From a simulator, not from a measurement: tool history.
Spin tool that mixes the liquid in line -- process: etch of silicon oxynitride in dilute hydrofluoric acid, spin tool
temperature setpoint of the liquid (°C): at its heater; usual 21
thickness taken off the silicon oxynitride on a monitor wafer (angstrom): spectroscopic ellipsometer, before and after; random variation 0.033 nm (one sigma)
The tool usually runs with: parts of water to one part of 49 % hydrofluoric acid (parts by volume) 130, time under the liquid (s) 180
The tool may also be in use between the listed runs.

run,day,temperature setpoint of the liquid (°C),parts of water to one part of 49 % hydrofluoric acid (parts by volume),time under the liquid (s),wafers since the last listed run,hours since the thermometer was replaced,hours since the hydrofluoric acid flow meter was replaced,hours since the gauge calibration,"read-back film thickness of the silicon oxynitride reference wafer, read on the same gauge (nm)",thickness taken off the silicon oxynitride on a monitor wafer (angstrom)
1,0,21,130,180,0,333,528.5,749.6,89.98,16.47
2,2.146,21,130,180,364,384.5,580,801.1,90.03,16.11
3,4.342,21,130,180,372,437.2,632.7,853.8,89.992,16.42
4,5.767,21,130,180,241,471.4,666.9,888,90.021,16.63
5,7.221,19.5,130,180,246,506.3,701.8,922.9,90,15.48
6,9.342,21,130,180,360,557.2,752.7,973.8,89.985,16.49
7,11.008,21,130,180,282,597.2,792.7,1013.8,89.976,16.35
8,13.879,21,130,180,487,666.1,861.6,1082.7,90.042,16.4
9,18.25,21,130,180,741,771,966.5,1187.6,89.998,16.1
10,20.658,17,130,180,408,828.8,1024.3,1245.4,89.961,13.68
11,22.808,21,130,180,364,880.4,1075.9,1297,90.032,16.22
12,25.483,21,130,180,454,944.6,1140.1,1361.2,90.039,15.47
13,28.25,21,130,180,469,1011,1206.5,1427.6,90.013,15.92
# day 29.158: hydrofluoric acid flow meter replaced
14,29.392,18,85,180,186,1038.4,5.6,1455,90.011,20.99
# day 30.888: gauge calibrated
15,31.304,21,130,180,324,1084.3,51.5,10,89.974,16.43
16,33.842,26,165,70,430,1145.2,112.4,70.9,90.007,5.95
17,35.862,18,75,180,343,1193.7,160.9,119.4,90.026,24.08
18,38.304,21,130,180,414,1252.3,219.5,178,90.003,15.9
# day 44.017: thermometer replaced
19,47.112,21,90,270,1488,74.3,430.9,389.4,90.006,35.82
20,54.071,18.5,150,260,1181,241.3,597.9,556.4,89.954,18.07
21,56.262,21,130,180,372,293.9,650.5,609,90,16.71
22,58.679,21,100,80,410,351.9,708.5,667,90.004,9.73
23,61.354,21,130,180,454,416.1,772.7,731.2,90.004,16.19
24,63.417,23.5,110,180,350,465.6,822.2,780.7,89.988,21.71

Branching from run 24: 5 alternative next runs. What would each branch give?
A,63.438,21,130,180,3,466.1,822.7,781.2,?,?
B,63.438,24.5,105,100,3,466.1,822.7,781.2,?,?
C,63.438,18.5,130,75,3,466.1,822.7,781.2,?,?
D,63.438,19.5,80,265,3,466.1,822.7,781.2,?,?
E,63.438,25,190,115,3,466.1,822.7,781.2,?,?

run,"read-back film thickness of the silicon oxynitride reference wafer, read on the same gauge (nm)",thickness taken off the silicon oxynitride on a monitor wafer (angstrom)
A,89.975,15.91
B,89.975,13.18
C,89.975,5.87
D,89.975,36.64
E,89.975,8.01
With the hidden condition removed and each run's random variation left untouched, the same runs would have given:
run,thickness taken off the silicon oxynitride on a monitor wafer (angstrom)
A,16.45
B,13.61
C,6.07
D,37.92
E,8.26
